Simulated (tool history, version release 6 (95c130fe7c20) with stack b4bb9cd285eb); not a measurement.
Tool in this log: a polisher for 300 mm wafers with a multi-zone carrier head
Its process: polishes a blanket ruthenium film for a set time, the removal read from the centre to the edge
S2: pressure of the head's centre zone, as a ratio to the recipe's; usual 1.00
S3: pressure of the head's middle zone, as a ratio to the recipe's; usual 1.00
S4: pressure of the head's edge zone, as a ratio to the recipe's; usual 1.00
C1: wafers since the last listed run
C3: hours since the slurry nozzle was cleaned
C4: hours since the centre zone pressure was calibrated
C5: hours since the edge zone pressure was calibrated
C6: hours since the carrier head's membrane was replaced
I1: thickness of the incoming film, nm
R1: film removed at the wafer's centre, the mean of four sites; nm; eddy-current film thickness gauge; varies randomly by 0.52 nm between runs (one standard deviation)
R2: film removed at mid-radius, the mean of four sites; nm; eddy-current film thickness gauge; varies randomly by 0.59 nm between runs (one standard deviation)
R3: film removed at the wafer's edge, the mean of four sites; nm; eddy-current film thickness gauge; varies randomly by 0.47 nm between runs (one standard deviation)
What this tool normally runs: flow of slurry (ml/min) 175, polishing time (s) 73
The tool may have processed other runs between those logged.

{"run": 1, "hour": 0.0, "flow of slurry (ml/min)": 175, "S2": 1.0, "S3": 1.0, "S4": 1.0, "polishing time (s)": 73, "C1": 0, "wafers polished on this pad": 1202, "C3": 646.3, "C4": 288.4, "C5": 165.9, "C6": 569.1, "I1": 568.7, "R1": 65.0, "R2": 65.4, "R3": 65.3}
{"hour": 125.8, "done": "slurry nozzle cleaned"}
{"hour": 131.6, "done": "carrier head's membrane replaced by a new one"}
{"run": 2, "hour": 170.1, "flow of slurry (ml/min)": 175, "S2": 1.0, "S3": 1.0, "S4": 1.0, "polishing time (s)": 83, "C1": 1584, "wafers polished on this pad": 2787, "C3": 44.3, "C4": 458.5, "C5": 336.0, "C6": 38.5, "I1": 569.9, "R1": 71.2, "R2": 73.9, "R3": 72.7}
{"hour": 205.2, "done": "worn pad replaced by a new one"}
{"run": 3, "hour": 210.8, "flow of slurry (ml/min)": 175, "S2": 1.05, "S3": 1.0, "S4": 1.0, "polishing time (s)": 73, "C1": 354, "wafers polished on this pad": 54, "C3": 85.0, "C4": 499.2, "C5": 376.7, "C6": 79.2, "I1": 574.0, "R1": 70.5, "R2": 67.0, "R3": 67.6}
{"run": 4, "hour": 267.0, "flow of slurry (ml/min)": 175, "S2": 1.0, "S3": 1.0, "S4": 1.0, "polishing time (s)": 73, "C1": 542, "wafers polished on this pad": 596, "C3": 141.2, "C4": 555.4, "C5": 432.9, "C6": 135.4, "I1": 567.7, "R1": 66.0, "R2": 66.3, "R3": 65.6}
{"hour": 291.2, "done": "centre zone pressure recalibrated"}
{"run": 5, "hour": 324.5, "flow of slurry (ml/min)": 175, "S2": 1.0, "S3": 1.0, "S4": 1.0, "polishing time (s)": 73, "C1": 536, "wafers polished on this pad": 1132, "C3": 198.7, "C4": 33.3, "C5": 490.4, "C6": 192.9, "I1": 567.9, "R1": 65.5, "R2": 65.2, "R3": 65.2}
{"run": 6, "hour": 425.6, "flow of slurry (ml/min)": 175, "S2": 1.0, "S3": 1.0, "S4": 1.0, "polishing time (s)": 73, "C1": 976, "wafers polished on this pad": 2109, "C3": 299.8, "C4": 134.4, "C5": 591.5, "C6": 294.0, "I1": 569.2, "R1": 65.0, "R2": 64.2, "R3": 63.9}
{"run": 7, "hour": 494.4, "flow of slurry (ml/min)": 175, "S2": 1.0, "S3": 1.0, "S4": 1.0, "polishing time (s)": 73, "C1": 664, "wafers polished on this pad": 2773, "C3": 368.6, "C4": 203.2, "C5": 660.3, "C6": 362.8, "I1": 568.4, "R1": 63.5, "R2": 63.7, "R3": 63.9}
{"hour": 589.1, "done": "worn pad replaced by a new one"}
{"run": 8, "hour": 597.9, "flow of slurry (ml/min)": 175, "S2": 1.0, "S3": 1.0, "S4": 1.0, "polishing time (s)": 73, "C1": 961, "wafers polished on this pad": 85, "C3": 472.1, "C4": 306.7, "C5": 763.8, "C6": 466.3, "I1": 571.4, "R1": 67.7, "R2": 68.1, "R3": 68.2}
{"run": 9, "hour": 696.8, "flow of slurry (ml/min)": 175, "S2": 1.0, "S3": 1.0, "S4": 1.0, "polishing time (s)": 73, "C1": 955, "wafers polished on this pad": 1040, "C3": 571.0, "C4": 405.6, "C5": 862.7, "C6": 565.2, "I1": 565.5, "R1": 65.3, "R2": 66.4, "R3": 65.9}
{"run": 10, "hour": 800.5, "flow of slurry (ml/min)": 175, "S2": 1.0, "S3": 1.0, "S4": 0.94, "polishing time (s)": 73, "C1": 1001, "wafers polished on this pad": 2041, "C3": 674.7, "C4": 509.3, "C5": 966.4, "C6": 668.9, "I1": 566.7, "R1": 64.4, "R2": 64.9, "R3": 63.2}
{"hour": 823.1, "done": "slurry nozzle cleaned"}
{"hour": 837.3, "done": "carrier head's membrane replaced by a new one"}
{"hour": 851.4, "done": "centre zone pressure recalibrated"}
{"hour": 903.2, "done": "worn pad replaced by a new one"}
{"run": 11, "hour": 1007.8, "flow of slurry (ml/min)": 175, "S2": 1.0, "S3": 1.0, "S4": 1.0, "polishing time (s)": 73, "C1": 1886, "wafers polished on this pad": 1010, "C3": 184.7, "C4": 156.4, "C5": 1173.7, "C6": 170.5, "I1": 573.8, "R1": 65.4, "R2": 66.1, "R3": 65.3}
{"run": 12, "hour": 1077.8, "flow of slurry (ml/min)": 175, "S2": 1.0, "S3": 1.0, "S4": 1.0, "polishing time (s)": 73, "C1": 676, "wafers polished on this pad": 1686, "C3": 254.7, "C4": 226.4, "C5": 1243.7, "C6": 240.5, "I1": 574.5, "R1": 64.8, "R2": 66.1, "R3": 65.1}
{"hour": 1085.2, "done": "edge zone pressure recalibrated"}
{"run": 13, "hour": 1182.5, "flow of slurry (ml/min)": 215, "S2": 1.0, "S3": 1.03, "S4": 1.0, "polishing time (s)": 73, "C1": 991, "wafers polished on this pad": 2678, "C3": 359.4, "C4": 331.1, "C5": 97.3, "C6": 345.2, "I1": 562.0, "R1": 65.5, "R2": 68.5, "R3": 65.7}
{"run": 14, "hour": 1225.5, "flow of slurry (ml/min)": 235, "S2": 1.08, "S3": 1.0, "S4": 1.05, "polishing time (s)": 66, "C1": 415, "wafers polished on this pad": 3094, "C3": 402.4, "C4": 374.1, "C5": 140.3, "C6": 388.2, "I1": 564.2, "R1": 65.7, "R2": 60.5, "R3": 61.2}
{"hour": 1288.6, "done": "worn pad replaced by a new one"}
{"run": 15, "hour": 1294.4, "flow of slurry (ml/min)": 175, "S2": 1.0, "S3": 1.0, "S4": 1.0, "polishing time (s)": 73, "C1": 626, "wafers polished on this pad": 56, "C3": 471.3, "C4": 443.0, "C5": 209.2, "C6": 457.1, "I1": 565.8, "R1": 68.0, "R2": 67.9, "R3": 68.6}
{"hour": 1430.4, "done": "carrier head's membrane replaced by a new one"}
{"hour": 1474.5, "done": "centre zone pressure recalibrated"}
{"run": 16, "hour": 1497.6, "flow of slurry (ml/min)": 195, "S2": 1.03, "S3": 0.93, "S4": 1.0, "polishing time (s)": 73, "C1": 1894, "wafers polished on this pad": 1951, "C3": 674.5, "C4": 23.1, "C5": 412.4, "C6": 67.2, "I1": 559.7, "R1": 67.9, "R2": 62.2, "R3": 65.4}
{"run": 17, "hour": 1536.3, "flow of slurry (ml/min)": 175, "S2": 1.0, "S3": 1.05, "S4": 1.0, "polishing time (s)": 73, "C1": 373, "wafers polished on this pad": 2325, "C3": 713.2, "C4": 61.8, "C5": 451.1, "C6": 105.9, "I1": 562.7, "R1": 65.0, "R2": 66.8, "R3": 64.6}
{"run": 18, "hour": 1634.4, "flow of slurry (ml/min)": 205, "S2": 1.0, "S3": 1.0, "S4": 1.0, "polishing time (s)": 54, "C1": 947, "wafers polished on this pad": 3272, "C3": 811.3, "C4": 159.9, "C5": 549.2, "C6": 204.0, "I1": 575.0, "R1": 48.6, "R2": 49.0, "R3": 47.6}
{"hour": 1690.9, "done": "worn pad replaced by a new one"}
{"run": 19, "hour": 1707.3, "flow of slurry (ml/min)": 175, "S2": 1.09, "S3": 1.0, "S4": 1.0, "polishing time (s)": 60, "C1": 665, "wafers polished on this pad": 158, "C3": 884.2, "C4": 232.8, "C5": 622.1, "C6": 276.9, "I1": 568.1, "R1": 60.6, "R2": 54.7, "R3": 56.2}
{"hour": 1742.4, "done": "slurry nozzle cleaned"}
{"run": 20, "hour": 1812.5, "flow of slurry (ml/min)": 175, "S2": 1.0, "S3": 1.0, "S4": 1.0, "polishing time (s)": 73, "C1": 1006, "wafers polished on this pad": 1164, "C3": 70.1, "C4": 338.0, "C5": 727.3, "C6": 382.1, "I1": 569.0, "R1": 64.9, "R2": 64.8, "R3": 65.1}

Each row is a separate what-if for the run after 20, all from the same tool condition, not one after another. Results?
{"run": "A", "hour": 1812.9, "flow of slurry (ml/min)": 175, "S2": 1.0, "S3": 1.0, "S4": 0.92, "polishing time (s)": 73, "C1": 3, "wafers polished on this pad": 1168, "C3": 70.5, "C4": 338.4, "C5": 727.7, "C6": 382.5, "I1": 570.7, "R1": "?", "R2": "?", "R3": "?"}
{"run": "B", "hour": 1812.9, "flow of slurry (ml/min)": 175, "S2": 1.0, "S3": 1.0, "S4": 1.0, "polishing time (s)": 95, "C1": 3, "wafers polished on this pad": 1168, "C3": 70.5, "C4": 338.4, "C5": 727.7, "C6": 382.5, "I1": 570.7, "R1": "?", "R2": "?", "R3": "?"}
{"run": "C", "hour": 1812.9, "flow of slurry (ml/min)": 155, "S2": 0.9, "S3": 0.91, "S4": 1.05, "polishing time (s)": 73, "C1": 3, "wafers polished on this pad": 1168, "C3": 70.5, "C4": 338.4, "C5": 727.7, "C6": 382.5, "I1": 570.7, "R1": "?", "R2": "?", "R3": "?"}

run=A R1=64.9 R2=65.6 R3=62.5
run=B R1=84.4 R2=85.4 R3=84.5
run=C R1=57.3 R2=59.8 R3=65.8
With the hidden condition removed and each run's random variation left untouched, the same runs would have given:
run=A R1=68.3 R2=69.1 R3=65.8
run=B R1=88.9 R2=89.9 R3=89.0
run=C R1=60.3 R2=63.0 R3=69.3
